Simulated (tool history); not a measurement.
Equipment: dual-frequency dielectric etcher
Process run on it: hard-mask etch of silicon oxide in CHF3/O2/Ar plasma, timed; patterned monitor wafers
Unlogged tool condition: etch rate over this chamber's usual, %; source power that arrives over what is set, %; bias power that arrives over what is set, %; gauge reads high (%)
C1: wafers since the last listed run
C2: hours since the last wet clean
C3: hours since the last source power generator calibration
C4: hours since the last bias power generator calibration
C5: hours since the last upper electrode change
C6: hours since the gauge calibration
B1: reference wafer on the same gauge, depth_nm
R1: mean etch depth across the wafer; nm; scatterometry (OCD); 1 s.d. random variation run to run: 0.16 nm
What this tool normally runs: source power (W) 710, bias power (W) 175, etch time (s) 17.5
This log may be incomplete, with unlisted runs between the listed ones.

{"run": 1, "hour": 0.0, "source power (W)": 710, "bias power (W)": 141, "etch time (s)": 17.5, "C1": 0, "C2": 324.2, "C3": 4642.4, "C4": 2568.3, "C5": 1815.2, "C6": 484.4, "B1": 42.26, "R1": 32.4}
{"hour": 48.6, "done": "wet clean of the chamber"}
{"run": 2, "hour": 49.1, "source power (W)": 710, "bias power (W)": 155, "etch time (s)": 17.5, "C1": 286, "C2": 0.5, "C3": 4691.5, "C4": 2617.4, "C5": 1864.3, "C6": 533.5, "B1": 42.33, "R1": 35.01}
{"run": 3, "hour": 117.7, "source power (W)": 710, "bias power (W)": 155, "etch time (s)": 17.5, "C1": 782, "C2": 69.1, "C3": 4760.1, "C4": 2686, "C5": 1932.9, "C6": 602.1, "B1": 42.28, "R1": 34.97}
{"run": 4, "hour": 132.6, "source power (W)": 710, "bias power (W)": 155, "etch time (s)": 17.5, "C1": 170, "C2": 84, "C3": 4775, "C4": 2700.9, "C5": 1947.8, "C6": 617, "B1": 42.29, "R1": 34.87}
{"run": 5, "hour": 163.3, "source power (W)": 710, "bias power (W)": 192, "etch time (s)": 17.5, "C1": 350, "C2": 114.7, "C3": 4805.7, "C4": 2731.6, "C5": 1978.5, "C6": 647.7, "B1": 42.26, "R1": 36.18}
{"run": 6, "hour": 182.8, "source power (W)": 710, "bias power (W)": 192, "etch time (s)": 17.5, "C1": 222, "C2": 134.2, "C3": 4825.2, "C4": 2751.1, "C5": 1998, "C6": 667.2, "B1": 42.26, "R1": 36.59}
{"run": 7, "hour": 205.9, "source power (W)": 710, "bias power (W)": 192, "etch time (s)": 17.5, "C1": 263, "C2": 157.3, "C3": 4848.3, "C4": 2774.2, "C5": 2021.1, "C6": 690.3, "B1": 42.35, "R1": 36.18}
{"run": 8, "hour": 228.7, "source power (W)": 810, "bias power (W)": 175, "etch time (s)": 17.5, "C1": 260, "C2": 180.1, "C3": 4871.1, "C4": 2797, "C5": 2043.9, "C6": 713.1, "B1": 42.26, "R1": 37.49}
{"hour": 247.5, "done": "bias power generator calibrated"}
{"run": 9, "hour": 248.0, "source power (W)": 710, "bias power (W)": 175, "etch time (s)": 16, "C1": 174, "C2": 199.4, "C3": 4890.4, "C4": 0.5, "C5": 2063.2, "C6": 732.4, "B1": 42.31, "R1": 32.48}
{"run": 10, "hour": 269.9, "source power (W)": 710, "bias power (W)": 175, "etch time (s)": 16, "C1": 249, "C2": 221.3, "C3": 4912.3, "C4": 22.4, "C5": 2085.1, "C6": 754.3, "B1": 42.38, "R1": 32}
{"run": 11, "hour": 292.0, "source power (W)": 710, "bias power (W)": 175, "etch time (s)": 16.5, "C1": 252, "C2": 243.4, "C3": 4934.4, "C4": 44.5, "C5": 2107.2, "C6": 776.4, "B1": 42.28, "R1": 33.04}
{"run": 12, "hour": 312.2, "source power (W)": 710, "bias power (W)": 175, "etch time (s)": 16.5, "C1": 230, "C2": 263.6, "C3": 4954.6, "C4": 64.7, "C5": 2127.4, "C6": 796.6, "B1": 42.29, "R1": 33}
{"run": 13, "hour": 343.1, "source power (W)": 710, "bias power (W)": 175, "etch time (s)": 16.5, "C1": 352, "C2": 294.5, "C3": 4985.5, "C4": 95.6, "C5": 2158.3, "C6": 827.5, "B1": 42.27, "R1": 32.62}
{"run": 14, "hour": 375.6, "source power (W)": 710, "bias power (W)": 175, "etch time (s)": 17.5, "C1": 370, "C2": 327, "C3": 5018, "C4": 128.1, "C5": 2190.8, "C6": 860, "B1": 42.26, "R1": 34.41}
{"hour": 414.0, "done": "wet clean of the chamber"}
{"run": 15, "hour": 414.5, "source power (W)": 710, "bias power (W)": 175, "etch time (s)": 20.5, "C1": 170, "C2": 0.5, "C3": 5056.9, "C4": 167, "C5": 2229.7, "C6": 898.9, "B1": 42.3, "R1": 42.26}
{"run": 16, "hour": 420.3, "source power (W)": 710, "bias power (W)": 175, "etch time (s)": 17.5, "C1": 66, "C2": 6.3, "C3": 5062.7, "C4": 172.8, "C5": 2235.5, "C6": 904.7, "B1": 42.22, "R1": 36.21}
{"hour": 428.2, "done": "gauge calibrated"}
{"hour": 461.9, "done": "upper electrode replaced"}
{"run": 17, "hour": 462.4, "source power (W)": 710, "bias power (W)": 175, "etch time (s)": 21, "C1": 206, "C2": 48.4, "C3": 5104.8, "C4": 214.9, "C5": 0.5, "C6": 34.2, "B1": 42.29, "R1": 43.12}
{"run": 18, "hour": 468.7, "source power (W)": 850, "bias power (W)": 164, "etch time (s)": 13.5, "C1": 71, "C2": 54.7, "C3": 5111.1, "C4": 221.2, "C5": 6.8, "C6": 40.5, "B1": 42.31, "R1": 29.76}
{"run": 19, "hour": 488.0, "source power (W)": 710, "bias power (W)": 175, "etch time (s)": 17.5, "C1": 220, "C2": 74, "C3": 5130.4, "C4": 240.5, "C5": 26.1, "C6": 59.8, "B1": 42.26, "R1": 36.03}
{"hour": 501.1, "done": "source power generator calibrated"}
{"run": 20, "hour": 523.2, "source power (W)": 810, "bias power (W)": 153, "etch time (s)": 17.5, "C1": 356, "C2": 109.2, "C3": 22.1, "C4": 275.7, "C5": 61.3, "C6": 95, "B1": 42.31, "R1": 36.44}
{"run": 21, "hour": 552.5, "source power (W)": 710, "bias power (W)": 143, "etch time (s)": 17.5, "C1": 334, "C2": 138.5, "C3": 51.4, "C4": 305, "C5": 90.6, "C6": 124.3, "B1": 42.28, "R1": 33.65}
{"run": 22, "hour": 587.4, "source power (W)": 710, "bias power (W)": 175, "etch time (s)": 17.5, "C1": 398, "C2": 173.4, "C3": 86.3, "C4": 339.9, "C5": 125.5, "C6": 159.2, "B1": 42.28, "R1": 35.23}
{"run": 23, "hour": 617.3, "source power (W)": 760, "bias power (W)": 148, "etch time (s)": 20.5, "C1": 341, "C2": 203.3, "C3": 116.2, "C4": 369.8, "C5": 155.4, "C6": 189.1, "B1": 42.24, "R1": 41}
{"run": 24, "hour": 633.0, "source power (W)": 810, "bias power (W)": 149, "etch time (s)": 20, "C1": 179, "C2": 219, "C3": 131.9, "C4": 385.5, "C5": 171.1, "C6": 204.8, "B1": 42.26, "R1": 40.86}
{"run": 25, "hour": 649.6, "source power (W)": 710, "bias power (W)": 192, "etch time (s)": 17.5, "C1": 189, "C2": 235.6, "C3": 148.5, "C4": 402.1, "C5": 187.7, "C6": 221.4, "B1": 42.28, "R1": 35.67}
{"run": 26, "hour": 679.5, "source power (W)": 710, "bias power (W)": 208, "etch time (s)": 17.5, "C1": 341, "C2": 265.5, "C3": 178.4, "C4": 432, "C5": 217.6, "C6": 251.3, "B1": 42.28, "R1": 36.6}
{"run": 27, "hour": 706.7, "source power (W)": 710, "bias power (W)": 175, "etch time (s)": 17.5, "C1": 310, "C2": 292.7, "C3": 205.6, "C4": 459.2, "C5": 244.8, "C6": 278.5, "B1": 42.3, "R1": 34.83}
{"run": 28, "hour": 734.9, "source power (W)": 600, "bias power (W)": 137, "etch time (s)": 17.5, "C1": 321, "C2": 320.9, "C3": 233.8, "C4": 487.4, "C5": 273, "C6": 306.7, "B1": 42.3, "R1": 30.39}
{"run": 29, "hour": 770.9, "source power (W)": 710, "bias power (W)": 175, "etch time (s)": 17.5, "C1": 410, "C2": 356.9, "C3": 269.8, "C4": 523.4, "C5": 309, "C6": 342.7, "B1": 42.29, "R1": 34.57}
{"hour": 797.9, "done": "wet clean of the chamber"}
{"run": 30, "hour": 798.4, "source power (W)": 610, "bias power (W)": 175, "etch time (s)": 19, "C1": 39, "C2": 0.5, "C3": 297.3, "C4": 550.9, "C5": 336.5, "C6": 370.2, "B1": 42.29, "R1": 36.68}
{"run": 31, "hour": 818.3, "source power (W)": 540, "bias power (W)": 175, "etch time (s)": 17.5, "C1": 227, "C2": 20.4, "C3": 317.2, "C4": 570.8, "C5": 356.4, "C6": 390.1, "B1": 42.3, "R1": 32.37}

Per-run results on a tool with no hidden state, each run keeping its own random variation:
run=1 R1=34.15
run=2 R1=35.04
run=3 R1=35.32
run=4 R1=35.29
run=5 R1=36.76
run=6 R1=37.28
run=7 R1=36.97
run=8 R1=38.42
run=9 R1=33.38
run=10 R1=32.98
run=11 R1=34.15
run=12 R1=34.2
run=13 R1=33.96
run=14 R1=35.98
run=15 R1=42.28
run=16 R1=36.25
run=17 R1=43.41
run=18 R1=29.98
run=19 R1=36.39
run=20 R1=36.99
run=21 R1=34.28
run=22 R1=36.06
run=23 R1=42.14
run=24 R1=42.08
run=25 R1=36.81
run=26 R1=37.93
run=27 R1=36.22
run=28 R1=31.73
run=29 R1=36.27
run=30 R1=36.45
run=31 R1=32.25

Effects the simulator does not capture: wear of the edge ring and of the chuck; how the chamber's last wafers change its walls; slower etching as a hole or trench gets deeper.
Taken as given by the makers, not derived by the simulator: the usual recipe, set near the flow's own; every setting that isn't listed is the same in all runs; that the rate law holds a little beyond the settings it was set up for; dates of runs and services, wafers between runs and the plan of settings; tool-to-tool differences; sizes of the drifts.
